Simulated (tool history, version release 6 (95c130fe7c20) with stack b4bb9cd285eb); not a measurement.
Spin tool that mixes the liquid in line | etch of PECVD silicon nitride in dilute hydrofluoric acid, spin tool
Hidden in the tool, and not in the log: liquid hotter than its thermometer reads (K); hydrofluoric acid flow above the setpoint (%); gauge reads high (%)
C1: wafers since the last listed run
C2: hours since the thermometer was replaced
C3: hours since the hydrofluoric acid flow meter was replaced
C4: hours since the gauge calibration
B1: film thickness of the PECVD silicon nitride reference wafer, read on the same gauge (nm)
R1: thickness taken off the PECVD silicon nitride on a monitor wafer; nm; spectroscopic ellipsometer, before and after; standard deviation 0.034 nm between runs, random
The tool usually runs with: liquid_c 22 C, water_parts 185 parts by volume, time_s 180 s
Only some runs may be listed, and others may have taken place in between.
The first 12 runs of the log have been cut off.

{"hour": 317.6, "done": "hydrofluoric acid flow meter replaced"}
{"run": 13, "hour": 326.3, "liquid_c": 22, "water_parts": 185, "time_s": 180, "C1": 156, "C2": 1183.8, "C3": 8.7, "C4": 702.9, "B1": 116.84, "R1": 3.698}
{"run": 14, "hour": 338.5, "liquid_c": 22, "water_parts": 185, "time_s": 180, "C1": 81, "C2": 1196, "C3": 20.9, "C4": 715.1, "B1": 116.788, "R1": 3.78}
{"run": 15, "hour": 357.5, "liquid_c": 22, "water_parts": 220, "time_s": 135, "C1": 127, "C2": 1215, "C3": 39.9, "C4": 734.1, "B1": 116.719, "R1": 2.364}
{"run": 16, "hour": 382.0, "liquid_c": 19.5, "water_parts": 215, "time_s": 265, "C1": 164, "C2": 1239.5, "C3": 64.4, "C4": 758.6, "B1": 116.633, "R1": 3.985}
{"run": 17, "hour": 399.1, "liquid_c": 22, "water_parts": 265, "time_s": 95, "C1": 114, "C2": 1256.6, "C3": 81.5, "C4": 775.7, "B1": 116.518, "R1": 1.395}
{"run": 18, "hour": 429.6, "liquid_c": 22, "water_parts": 185, "time_s": 180, "C1": 204, "C2": 1287.1, "C3": 112, "C4": 806.2, "B1": 116.34, "R1": 3.745}
{"run": 19, "hour": 461.2, "liquid_c": 22, "water_parts": 125, "time_s": 180, "C1": 212, "C2": 1318.7, "C3": 143.6, "C4": 837.8, "B1": 116.188, "R1": 5.567}
{"run": 20, "hour": 549.4, "liquid_c": 22, "water_parts": 185, "time_s": 180, "C1": 591, "C2": 1406.9, "C3": 231.8, "C4": 926, "B1": 115.805, "R1": 3.744}
{"hour": 569.8, "done": "gauge calibrated"}
{"run": 21, "hour": 571.5, "liquid_c": 18, "water_parts": 260, "time_s": 120, "C1": 148, "C2": 1429, "C3": 253.9, "C4": 1.7, "B1": 119.354, "R1": 1.411}
{"run": 22, "hour": 597.0, "liquid_c": 22, "water_parts": 185, "time_s": 285, "C1": 171, "C2": 1454.5, "C3": 279.4, "C4": 27.2, "B1": 119.232, "R1": 6.072}
{"hour": 620.4, "done": "thermometer replaced"}
{"run": 23, "hour": 620.9, "liquid_c": 23.5, "water_parts": 105, "time_s": 85, "C1": 153, "C2": 0.5, "C3": 303.3, "C4": 51.1, "B1": 119.109, "R1": 3.529}
{"run": 24, "hour": 641.6, "liquid_c": 22, "water_parts": 140, "time_s": 180, "C1": 138, "C2": 21.2, "C3": 324, "C4": 71.8, "B1": 119.034, "R1": 4.955}
{"run": 25, "hour": 660.3, "liquid_c": 22, "water_parts": 185, "time_s": 180, "C1": 125, "C2": 39.9, "C3": 342.7, "C4": 90.5, "B1": 118.893, "R1": 3.813}
{"run": 26, "hour": 684.9, "liquid_c": 22, "water_parts": 185, "time_s": 180, "C1": 165, "C2": 64.5, "C3": 367.3, "C4": 115.1, "B1": 118.825, "R1": 3.805}
{"run": 27, "hour": 704.9, "liquid_c": 20, "water_parts": 220, "time_s": 85, "C1": 134, "C2": 84.5, "C3": 387.3, "C4": 135.1, "B1": 118.705, "R1": 1.339}
{"run": 28, "hour": 728.6, "liquid_c": 26.5, "water_parts": 150, "time_s": 260, "C1": 159, "C2": 108.2, "C3": 411, "C4": 158.8, "B1": 118.584, "R1": 9.046}
{"run": 29, "hour": 751.5, "liquid_c": 23.5, "water_parts": 185, "time_s": 180, "C1": 153, "C2": 131.1, "C3": 433.9, "C4": 181.7, "B1": 118.476, "R1": 4.187}
{"run": 30, "hour": 776.4, "liquid_c": 22, "water_parts": 185, "time_s": 180, "C1": 167, "C2": 156, "C3": 458.8, "C4": 206.6, "B1": 118.371, "R1": 3.791}
{"run": 31, "hour": 804.1, "liquid_c": 22, "water_parts": 185, "time_s": 225, "C1": 185, "C2": 183.7, "C3": 486.5, "C4": 234.3, "B1": 118.237, "R1": 4.724}
{"run": 32, "hour": 823.8, "liquid_c": 19.5, "water_parts": 185, "time_s": 280, "C1": 132, "C2": 203.4, "C3": 506.2, "C4": 254, "B1": 118.137, "R1": 5.044}

Predict each of these 4 candidate next runs independently; none follows another, all start after run 32:
{"run": "A", "hour": 824.3, "liquid_c": 22, "water_parts": 210, "time_s": 180, "C1": 3, "C2": 203.9, "C3": 506.7, "C4": 254.5, "B1": "?", "R1": "?"}
{"run": "B", "hour": 824.3, "liquid_c": 25.5, "water_parts": 215, "time_s": 180, "C1": 3, "C2": 203.9, "C3": 506.7, "C4": 254.5, "B1": "?", "R1": "?"}
{"run": "C", "hour": 824.3, "liquid_c": 26, "water_parts": 235, "time_s": 265, "C1": 3, "C2": 203.9, "C3": 506.7, "C4": 254.5, "B1": "?", "R1": "?"}
{"run": "D", "hour": 824.3, "liquid_c": 17, "water_parts": 120, "time_s": 180, "C1": 3, "C2": 203.9, "C3": 506.7, "C4": 254.5, "B1": "?", "R1": "?"}

run=A B1=118.166 R1=3.314
run=B B1=118.166 R1=4.038
run=C B1=118.166 R1=5.61
run=D B1=118.166 R1=4.089
Had the tool no hidden state, the same runs would have come out as:
run=A R1=3.366
run=B R1=4.102
run=C R1=5.698
run=D R1=4.153
